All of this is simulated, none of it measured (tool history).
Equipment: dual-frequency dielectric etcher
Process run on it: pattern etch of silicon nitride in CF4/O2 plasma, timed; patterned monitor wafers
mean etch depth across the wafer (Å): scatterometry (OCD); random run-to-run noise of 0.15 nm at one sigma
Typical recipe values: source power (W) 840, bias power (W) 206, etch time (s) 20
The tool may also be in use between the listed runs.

run   hour  source power (W)  bias power (W)  etch time (s)  read-back reference wafer on the same gauge, depth_nm  mean etch depth across the wafer (Å)
  1      0               840             206             20                                                   75.3                                   642
  2   70.7               840             206             20                                                   75.3                                   641
  3  103.7               840             237             20                                                   75.3                                   666
  4  134.6               720             224             20                                                   75.3                                   584
  5  187.1               840             206             20                                                   75.3                                   639
  6  223.9               840             206             20                                                   75.3                                   637
  7  247.9               840             206             20                                                   75.3                                   641
     267.4  -- gauge calibrated
  8  284.6               840             206             20                                                   75.3                                   639
  9  311.1               840             206             20                                                   75.3                                   637
 10  368.6               840             206             20                                                   75.3                                   637
 11    438               840             185             20                                                   75.3                                   619
     478.6  -- upper electrode replaced, of another model than before
 12  480.3               990             206             20                                                   75.3                                   693
     509.9  -- wet clean of the chamber
 13  528.4               680             160             20                                                   75.3                                   556
     558.6  -- bias power generator calibrated
 14    573              1010             166           23.5                                                   75.3                                   800
 15  622.9               840             233           24.5                                                   75.3                                   803
     666.9  -- source power generator calibrated
 16  667.4               930             164             20                                                   75.3                                   650
     719.8  -- gauge calibrated
 17  724.4               840             206             20                                                   75.3                                   639
 18  748.6              1010             178           16.5                                                   75.3                                   567
 19  780.2               840             206             20                                                   75.3                                   637
 20  833.8              1040             220             16                                                   75.3                                   582
 21  890.7               840             206             20                                                   75.3                                   636

Branching from run 21: 4 alternative next runs. What would each branch give?
  A  891.1               650             206             20                                                      ?                                     ?
  B  891.1               840             221           25.5                                                      ?                                     ?
  C  891.1               840             189           14.5                                                      ?                                     ?
  D  891.1               970             206           25.5                                                      ?                                     ?

run  read-back reference wafer on the same gauge, depth_nm  mean etch depth across the wafer (Å)
  A                                                   75.3                                   559
  B                                                   75.3                                   819
  C                                                   75.3                                   453
  D                                                   75.3                                   874
With no hidden state in the tool, these same runs would have given:
run  mean etch depth across the wafer (Å)
  A                                   565
  B                                   828
  C                                   458
  D                                   882
